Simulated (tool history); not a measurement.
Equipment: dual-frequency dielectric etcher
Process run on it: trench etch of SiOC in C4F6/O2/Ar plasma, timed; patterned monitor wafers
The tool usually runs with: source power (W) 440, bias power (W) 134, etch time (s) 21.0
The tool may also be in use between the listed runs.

run    hour  source power (W)  bias power (W)  etch time (s)  read-back reference wafer on the same gauge, depth_nm  mean etch depth across the wafer (Å)
  1     0.0               440             134           21.0                                                  37.92                                 363.9
  2    70.3               440             134           21.0                                                  37.88                                 363.5
  3   160.8               440             134           21.0                                                  37.90                                 362.9
      192.2  -- wet clean of the chamber
  4   222.1               440             134           21.0                                                  37.86                                 363.7
  5   288.4               440             134           21.0                                                  37.93                                 362.9
  6   358.0               440             134           21.0                                                  37.93                                 362.9
  7   404.0               440             134           21.0                                                  37.91                                 362.5
  8   467.6               440             134           21.0                                                  37.90                                 362.1
      562.1  -- wet clean of the chamber
  9   562.6               440             159           21.0                                                  37.89                                 381.4
 10   643.8               440             159           21.0                                                  37.87                                 381.9
 11   735.4               350             106           27.0                                                  37.97                                 390.1
 12   812.6               540             157           21.0                                                  37.92                                 416.1
      909.3  -- wet clean of the chamber
      992.8  -- gauge calibrated
      997.0  -- source power generator calibrated
 13  1033.1               440             134           21.0                                                  37.91                                 357.2
 14  1110.1               440             134           25.5                                                  37.92                                 434.1
     1173.7  -- upper electrode replaced
     1175.0  -- bias power generator calibrated
 15  1212.1               490             134           17.0                                                  37.91                                 308.0
     1255.7  -- wet clean of the chamber
 16  1276.6               500             165           21.0                                                  37.90                                 415.0
 17  1328.4               490             134           21.0                                                  37.89                                 379.8
 18  1387.7               440             134           21.0                                                  37.88                                 366.2
 19  1458.4               440             134           21.0                                                  37.93                                 362.3
 20  1518.3               440             134           21.0                                                  37.91                                 365.2
     1578.2  -- wet clean of the chamber
 21  1585.0               440             134           25.0                                                  37.92                                 433.2

Each row is a separate what-if for the run after 21, all from the same tool condition, not one after another. Results?
  A  1585.4               440             134           19.0                                                      ?                                     ?
  B  1585.4               440             134           24.5                                                      ?                                     ?
  C  1585.4               440             134           15.5                                                      ?                                     ?
  D  1585.4               530             160           16.0                                                      ?                                     ?
  E  1585.4               440             157           21.0                                                      ?                                     ?

run  read-back reference wafer on the same gauge, depth_nm  mean etch depth across the wafer (Å)
  A                                                  37.88                                 327.8
  B                                                  37.88                                 422.6
  C                                                  37.88                                 267.4
  D                                                  37.88                                 316.9
  E                                                  37.88                                 382.1
Take away the tool's hidden state, keep each run's random variation, and the runs would have read:
run  mean etch depth across the wafer (Å)
  A                                 328.1
  B                                 423.1
  C                                 267.7
  D                                 317.3
  E                                 382.5
